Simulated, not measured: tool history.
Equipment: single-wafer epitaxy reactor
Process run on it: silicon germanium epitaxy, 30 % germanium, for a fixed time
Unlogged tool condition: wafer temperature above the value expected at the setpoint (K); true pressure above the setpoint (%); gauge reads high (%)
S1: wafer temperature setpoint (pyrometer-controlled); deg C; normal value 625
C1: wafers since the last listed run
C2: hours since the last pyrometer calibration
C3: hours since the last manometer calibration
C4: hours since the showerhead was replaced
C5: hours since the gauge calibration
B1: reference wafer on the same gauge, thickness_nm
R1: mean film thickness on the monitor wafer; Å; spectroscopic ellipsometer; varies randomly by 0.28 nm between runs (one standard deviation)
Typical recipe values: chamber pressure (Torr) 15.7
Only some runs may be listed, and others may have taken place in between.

run 1 day=0 | S1=625 chamber_pressure_(Torr)=17.7 | C1=0 C2=1602.3 C3=2109.5 C4=3510.8 C5=415.8 | B1=76.216 | R1=916.32
run 2 day=0.942 | S1=625 chamber_pressure_(Torr)=17.7 | C1=434 C2=1624.9 C3=2132.1 C4=3533.4 C5=438.4 | B1=76.342 | R1=918.64
run 3 day=2.371 | S1=625 chamber_pressure_(Torr)=15.7 | C1=659 C2=1659.2 C3=2166.4 C4=3567.7 C5=472.7 | B1=76.301 | R1=883.7
run 4 day=3.562 | S1=625 chamber_pressure_(Torr)=15.7 | C1=550 C2=1687.8 C3=2195 C4=3596.3 C5=501.3 | B1=76.318 | R1=886.82
-- day=4.062 showerhead replaced
run 5 day=4.517 | S1=625 chamber_pressure_(Torr)=15.7 | C1=286 C2=1710.7 C3=2217.9 C4=10.9 C5=524.2 | B1=76.225 | R1=882.44
run 6 day=5.179 | S1=625 chamber_pressure_(Torr)=15.7 | C1=305 C2=1726.6 C3=2233.8 C4=26.8 C5=540.1 | B1=76.292 | R1=875.15
run 7 day=6.146 | S1=625 chamber_pressure_(Torr)=15.7 | C1=446 C2=1749.8 C3=2257 C4=50 C5=563.3 | B1=76.427 | R1=879.91
run 8 day=7.579 | S1=625 chamber_pressure_(Torr)=15.7 | C1=661 C2=1784.2 C3=2291.4 C4=84.4 C5=597.7 | B1=76.276 | R1=877.81
run 9 day=8.446 | S1=625 chamber_pressure_(Torr)=15.7 | C1=400 C2=1805 C3=2312.2 C4=105.2 C5=618.5 | B1=76.252 | R1=879.04
run 10 day=9.542 | S1=625 chamber_pressure_(Torr)=12.7 | C1=506 C2=1831.3 C3=2338.5 C4=131.5 C5=644.8 | B1=76.237 | R1=821.01
run 11 day=10.683 | S1=625 chamber_pressure_(Torr)=12.7 | C1=527 C2=1858.7 C3=2365.9 C4=158.9 C5=672.2 | B1=76.269 | R1=821
run 12 day=11.408 | S1=625 chamber_pressure_(Torr)=12.7 | C1=334 C2=1876.1 C3=2383.3 C4=176.3 C5=689.6 | B1=76.298 | R1=820.62
-- day=11.858 gauge calibrated
run 13 day=12.121 | S1=625 chamber_pressure_(Torr)=15.7 | C1=328 C2=1893.2 C3=2400.4 C4=193.4 C5=6.3 | B1=76.293 | R1=867.56
-- day=12.838 capacitance manometer re-zeroed and calibrated
run 14 day=13.008 | S1=629 chamber_pressure_(Torr)=15.7 | C1=255 C2=1914.5 C3=4.1 C4=214.7 C5=27.6 | B1=76.282 | R1=924.87
run 15 day=13.658 | S1=625 chamber_pressure_(Torr)=15.7 | C1=300 C2=1930.1 C3=19.7 C4=230.3 C5=43.2 | B1=76.257 | R1=872.01
-- day=14.121 pyrometer calibrated
run 16 day=14.742 | S1=625 chamber_pressure_(Torr)=15.7 | C1=346 C2=14.9 C3=45.7 C4=256.3 C5=69.2 | B1=76.183 | R1=822.04
run 17 day=15.35 | S1=617 chamber_pressure_(Torr)=19.1 | C1=280 C2=29.5 C3=60.3 C4=270.9 C5=83.8 | B1=76.223 | R1=770.29
run 18 day=16.342 | S1=634 chamber_pressure_(Torr)=13.2 | C1=457 C2=53.3 C3=84.1 C4=294.7 C5=107.6 | B1=76.29 | R1=894.37
run 19 day=17.612 | S1=617 chamber_pressure_(Torr)=15.7 | C1=586 C2=83.8 C3=114.6 C4=325.2 C5=138.1 | B1=76.361 | R1=722.54
run 20 day=19.033 | S1=625 chamber_pressure_(Torr)=12.6 | C1=656 C2=117.9 C3=148.7 C4=359.3 C5=172.2 | B1=76.414 | R1=769.02
run 21 day=19.708 | S1=625 chamber_pressure_(Torr)=18 | C1=311 C2=134.1 C3=164.9 C4=375.5 C5=188.4 | B1=76.417 | R1=852.93
run 22 day=20.875 | S1=631 chamber_pressure_(Torr)=14.4 | C1=538 C2=162.1 C3=192.9 C4=403.5 C5=216.4 | B1=76.333 | R1=872.85
run 23 day=21.754 | S1=611 chamber_pressure_(Torr)=17.5 | C1=405 C2=183.2 C3=214 C4=424.6 C5=237.5 | B1=76.321 | R1=677.27
run 24 day=23.242 | S1=639 chamber_pressure_(Torr)=16.9 | C1=686 C2=218.9 C3=249.7 C4=460.3 C5=273.2 | B1=76.294 | R1=1041.78
run 25 day=24.167 | S1=612 chamber_pressure_(Torr)=12.4 | C1=427 C2=241.1 C3=271.9 C4=482.5 C5=295.4 | B1=76.261 | R1=622.45
-- day=25.271 pyrometer calibrated, repeated, since the last time left the tool worse
run 26 day=25.292 | S1=636 chamber_pressure_(Torr)=13.8 | C1=365 C2=0.5 C3=298.9 C4=509.5 C5=322.4 | B1=76.245 | R1=1052.14
run 27 day=25.629 | S1=612 chamber_pressure_(Torr)=14.1 | C1=155 C2=8.6 C3=307 C4=517.6 C5=330.5 | B1=76.24 | R1=735.57
run 28 day=26.562 | S1=625 chamber_pressure_(Torr)=15.7 | C1=430 C2=31 C3=329.4 C4=540 C5=352.9 | B1=76.454 | R1=926.33
run 29 day=27.646 | S1=619 chamber_pressure_(Torr)=13.3 | C1=500 C2=57 C3=355.4 C4=566 C5=378.9 | B1=76.275 | R1=801.2
run 30 day=28.254 | S1=625 chamber_pressure_(Torr)=15.7 | C1=280 C2=71.6 C3=370 C4=580.6 C5=393.5 | B1=76.318 | R1=931.26
run 31 day=29.4 | S1=619 chamber_pressure_(Torr)=14.2 | C1=529 C2=99.1 C3=397.5 C4=608.1 C5=421 | B1=76.438 | R1=821.12
run 32 day=30.9 | S1=619 chamber_pressure_(Torr)=15.7 | C1=692 C2=135.1 C3=433.5 C4=644.1 C5=457 | B1=76.267 | R1=844.67
run 33 day=32.033 | S1=625 chamber_pressure_(Torr)=14.2 | C1=523 C2=162.3 C3=460.7 C4=671.3 C5=484.2 | B1=76.318 | R1=903.63
run 34 day=34.675 | S1=615 chamber_pressure_(Torr)=18.7 | C1=1219 C2=225.7 C3=524.1 C4=734.7 C5=547.6 | B1=76.321 | R1=839.86
run 35 day=35.883 | S1=625 chamber_pressure_(Torr)=15.7 | C1=557 C2=254.7 C3=553.1 C4=763.7 C5=576.6 | B1=76.349 | R1=928.2
run 36 day=36.621 | S1=625 chamber_pressure_(Torr)=18.4 | C1=340 C2=272.4 C3=570.8 C4=781.4 C5=594.3 | B1=76.292 | R1=974.59

Below are 3 alternative next runs, each starting from the tool's condition after run 36. Predict each:
run A day=36.638 | S1=625 chamber_pressure_(Torr)=18.1 | C1=7 C2=272.8 C3=571.2 C4=781.8 C5=594.7 | B1=? | R1=?
run B day=36.638 | S1=633 chamber_pressure_(Torr)=18.1 | C1=7 C2=272.8 C3=571.2 C4=781.8 C5=594.7 | B1=? | R1=?
run C day=36.638 | S1=625 chamber_pressure_(Torr)=17.2 | C1=7 C2=272.8 C3=571.2 C4=781.8 C5=594.7 | B1=? | R1=?

run=A B1=76.347 R1=965.68
run=B B1=76.347 R1=1090.53
run=C B1=76.347 R1=950.61
With no hidden state in the tool, these same runs would have given:
run=A R1=964.53
run=B R1=1089.24
run=C R1=949.47
